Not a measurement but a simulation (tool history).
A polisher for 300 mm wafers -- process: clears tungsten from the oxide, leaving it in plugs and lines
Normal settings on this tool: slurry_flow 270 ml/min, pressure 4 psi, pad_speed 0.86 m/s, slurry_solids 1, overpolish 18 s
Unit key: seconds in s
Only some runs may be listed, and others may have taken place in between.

run	hour	slurry_flow	pressure	pad_speed	slurry_solids	overpolish	wafers since the last listed run	wafers polished on this pad	hours since the slurry nozzle was cleaned	hours since the head pressure was calibrated	hours since the slurry blender was calibrated	hours since the slurry got fresh peroxide	incoming thickness of the incoming film, nm	seconds
1	0	310	4	0.7	1	18	0	1751	29.5	422.5	218	240.9	251.3	77.8
2	33.8	270	4	0.86	1	18	337	2089	63.3	456.3	251.8	274.7	251.1	63.1
3	223.2	270	4	0.86	1	8	1889	3978	252.7	645.7	441.2	464.1	246.2	60.7
# hour 233.6: worn pad replaced by a new one
4	252.5	270	2.9	0.7	1	18	252	188	282	675	470.5	493.4	250.3	91.4
# hour 258.2: slurry blender recalibrated
# hour 267.9: slurry tank refilled with fresh slurry and peroxide
5	296.2	270	4	0.86	1.25	18	405	594	325.7	718.7	38	28.3	248.8	59.6
6	321	270	4	0.86	1	18	247	841	350.5	743.5	62.8	53.1	252.9	62.8
# hour 343.4: head pressure recalibrated
7	366.3	270	3.3	0.94	1	18	431	1273	395.8	22.9	108.1	98.4	249	66.1
8	395.3	270	4	0.86	1	18	289	1562	424.8	51.9	137.1	127.4	247.2	62.9
9	430.6	235	4	0.86	0.75	18	352	1914	460.1	87.2	172.4	162.7	248.8	66.9
# hour 485.1: slurry nozzle cleaned
10	497.5	270	4	0.86	1	18	657	2571	12.4	154.1	239.3	229.6	251.1	63.7
11	527.1	270	4	0.86	1	18	295	2867	42	183.7	268.9	259.2	250.5	60.4
12	566.4	270	4	0.86	1	10	391	3259	81.3	223	308.2	298.5	250.9	61.5
13	594.1	270	4	0.86	1	18	276	3535	109	250.7	335.9	326.2	247.6	62.3
14	643.2	270	3.2	0.86	0.7	18	489	4025	158.1	299.8	385	375.3	247	78.7
# hour 690.7: worn pad replaced by a new one
15	695.9	270	5.3	0.86	1	13	485	52	210.8	352.5	437.7	428	248.2	52.2
16	721.4	270	4	0.86	1	18	254	306	236.3	378	463.2	453.5	249.5	62.5
# hour 729.2: slurry tank refilled with fresh slurry and peroxide
# hour 734.3: slurry blender recalibrated
17	837.9	320	4	1.02	1	21	1132	1438	352.8	494.5	103.6	108.7	253.7	52.5
18	891	210	4	0.72	0.9	28	529	1968	405.9	547.6	156.7	161.8	248	77.4
# hour 921.7: slurry nozzle cleaned
19	944.2	270	4	0.86	1	18	520	2488	22.5	600.8	209.9	215	252	61.5
20	994.3	270	2.6	0.86	1	26	499	2988	72.6	650.9	260	265.1	248.2	77.4
21	1064.8	270	3.6	0.86	1	18	703	3691	143.1	721.4	330.5	335.6	244.2	64.8
22	1130.9	270	4	0.66	1.1	9	659	4351	209.2	787.5	396.6	401.7	250	80.1
23	1168.9	270	4	0.86	1	24	379	4730	247.2	825.5	434.6	439.7	246.8	60.5
# hour 1179.4: slurry tank refilled with fresh slurry and peroxide
# hour 1188.1: head pressure recalibrated
# hour 1207.5: worn pad replaced by a new one
24	1221.4	315	4	1	1.15	26	453	138	299.7	33.3	487.1	42	250.2	52.9
25	1247.1	270	4	0.86	0.9	18	256	395	325.4	59	512.8	67.7	248.9	64.7

Alternative continuations, all from the tool just after run 25; predict every row:
A	1247.5	270	4	0.86	1	28	3	399	325.8	59.4	513.2	68.1	245.9	?
B	1247.5	270	4.4	0.86	1	13	3	399	325.8	59.4	513.2	68.1	245.9	?
C	1247.5	270	4.8	0.86	1.15	18	3	399	325.8	59.4	513.2	68.1	245.9	?
D	1247.5	270	4	0.86	1.1	18	3	399	325.8	59.4	513.2	68.1	245.9	?
E	1247.5	300	5.1	1.1	1	22	3	399	325.8	59.4	513.2	68.1	245.9	?

run	seconds
A	60.5
B	57
C	52
D	59
E	40.2
Without the tool's hidden state the same runs would have given:
run	seconds
A	60.5
B	57
C	52
D	59
E	40.2

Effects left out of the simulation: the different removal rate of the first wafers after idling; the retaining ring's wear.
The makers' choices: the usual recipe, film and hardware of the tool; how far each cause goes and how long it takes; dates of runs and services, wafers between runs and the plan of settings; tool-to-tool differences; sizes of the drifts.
